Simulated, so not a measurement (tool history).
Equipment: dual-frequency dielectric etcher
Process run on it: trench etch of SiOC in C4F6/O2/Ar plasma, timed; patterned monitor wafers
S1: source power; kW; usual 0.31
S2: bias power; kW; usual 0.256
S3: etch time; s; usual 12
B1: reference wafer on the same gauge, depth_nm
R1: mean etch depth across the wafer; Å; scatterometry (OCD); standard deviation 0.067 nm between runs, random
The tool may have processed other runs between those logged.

{"run": 1, "hour": 0.0, "S1": 0.31, "S2": 0.242, "S3": 12, "B1": 26.89, "R1": 239}
{"run": 2, "hour": 6.0, "S1": 0.31, "S2": 0.256, "S3": 12, "B1": 26.89, "R1": 244.7}
{"run": 3, "hour": 19.6, "S1": 0.31, "S2": 0.256, "S3": 12, "B1": 26.9, "R1": 245.8}
{"run": 4, "hour": 28.9, "S1": 0.31, "S2": 0.256, "S3": 12, "B1": 26.92, "R1": 246.2}
{"run": 5, "hour": 38.3, "S1": 0.31, "S2": 0.256, "S3": 12, "B1": 26.9, "R1": 244.5}
{"run": 6, "hour": 46.6, "S1": 0.31, "S2": 0.256, "S3": 12, "B1": 26.91, "R1": 244.4}
{"run": 7, "hour": 56.0, "S1": 0.31, "S2": 0.256, "S3": 12, "B1": 26.89, "R1": 244.7}
{"run": 8, "hour": 65.2, "S1": 0.31, "S2": 0.28, "S3": 12, "B1": 26.91, "R1": 254.4}
{"run": 9, "hour": 76.2, "S1": 0.31, "S2": 0.28, "S3": 12, "B1": 26.91, "R1": 255.1}
{"run": 10, "hour": 84.5, "S1": 0.31, "S2": 0.28, "S3": 12, "B1": 26.88, "R1": 254.4}
{"run": 11, "hour": 91.9, "S1": 0.31, "S2": 0.256, "S3": 12, "B1": 26.88, "R1": 243.7}
{"run": 12, "hour": 104.7, "S1": 0.31, "S2": 0.256, "S3": 12, "B1": 26.91, "R1": 242.8}
{"hour": 131.4, "done": "bias power generator calibrated"}
{"hour": 133.2, "done": "upper electrode replaced, of another model than before"}
{"hour": 147.9, "done": "wet clean of the chamber"}
{"run": 13, "hour": 148.4, "S1": 0.24, "S2": 0.256, "S3": 12, "B1": 26.9, "R1": 247.2}
{"run": 14, "hour": 148.7, "S1": 0.23, "S2": 0.3, "S3": 10.5, "B1": 26.89, "R1": 238}
{"run": 15, "hour": 149.0, "S1": 0.31, "S2": 0.256, "S3": 12, "B1": 26.91, "R1": 253.5}
{"run": 16, "hour": 155.1, "S1": 0.31, "S2": 0.281, "S3": 12, "B1": 26.89, "R1": 269.7}
{"hour": 163.0, "done": "gauge calibrated"}
{"run": 17, "hour": 168.8, "S1": 0.31, "S2": 0.256, "S3": 12, "B1": 26.89, "R1": 253.1}
{"run": 18, "hour": 179.7, "S1": 0.34, "S2": 0.291, "S3": 9, "B1": 26.89, "R1": 209.3}
{"run": 19, "hour": 193.7, "S1": 0.31, "S2": 0.256, "S3": 12, "B1": 26.9, "R1": 254.1}
{"hour": 211.0, "done": "source power generator calibrated"}
{"run": 20, "hour": 216.9, "S1": 0.37, "S2": 0.296, "S3": 14.5, "B1": 26.9, "R1": 343.2}
{"run": 21, "hour": 231.7, "S1": 0.34, "S2": 0.195, "S3": 12, "B1": 26.9, "R1": 208.4}
{"run": 22, "hour": 241.2, "S1": 0.31, "S2": 0.256, "S3": 13.5, "B1": 26.91, "R1": 282.1}
{"run": 23, "hour": 259.0, "S1": 0.31, "S2": 0.256, "S3": 12, "B1": 26.91, "R1": 252.5}
{"run": 24, "hour": 266.9, "S1": 0.31, "S2": 0.256, "S3": 9, "B1": 26.91, "R1": 187.8}

Run by run, hidden condition taken away, random variation retained:
What the log doesn't record here: etch rate over this chamber's usual, %; source power that arrives over what is set, %; bias power that arrives over what is set, %; gauge reads high (%).
run=1 R1=246.3
run=2 R1=252.4
run=3 R1=253.8
run=4 R1=254.5
run=5 R1=252.9
run=6 R1=253
run=7 R1=253.5
run=8 R1=263.8
run=9 R1=264.8
run=10 R1=264.2
run=11 R1=253.3
run=12 R1=252.6
run=13 R1=246.4
run=14 R1=237.3
run=15 R1=252.8
run=16 R1=269.1
run=17 R1=252.8
run=18 R1=209.2
run=19 R1=254.3
run=20 R1=344.2
run=21 R1=209.3
run=22 R1=283.6
run=23 R1=254.2
run=24 R1=189.2

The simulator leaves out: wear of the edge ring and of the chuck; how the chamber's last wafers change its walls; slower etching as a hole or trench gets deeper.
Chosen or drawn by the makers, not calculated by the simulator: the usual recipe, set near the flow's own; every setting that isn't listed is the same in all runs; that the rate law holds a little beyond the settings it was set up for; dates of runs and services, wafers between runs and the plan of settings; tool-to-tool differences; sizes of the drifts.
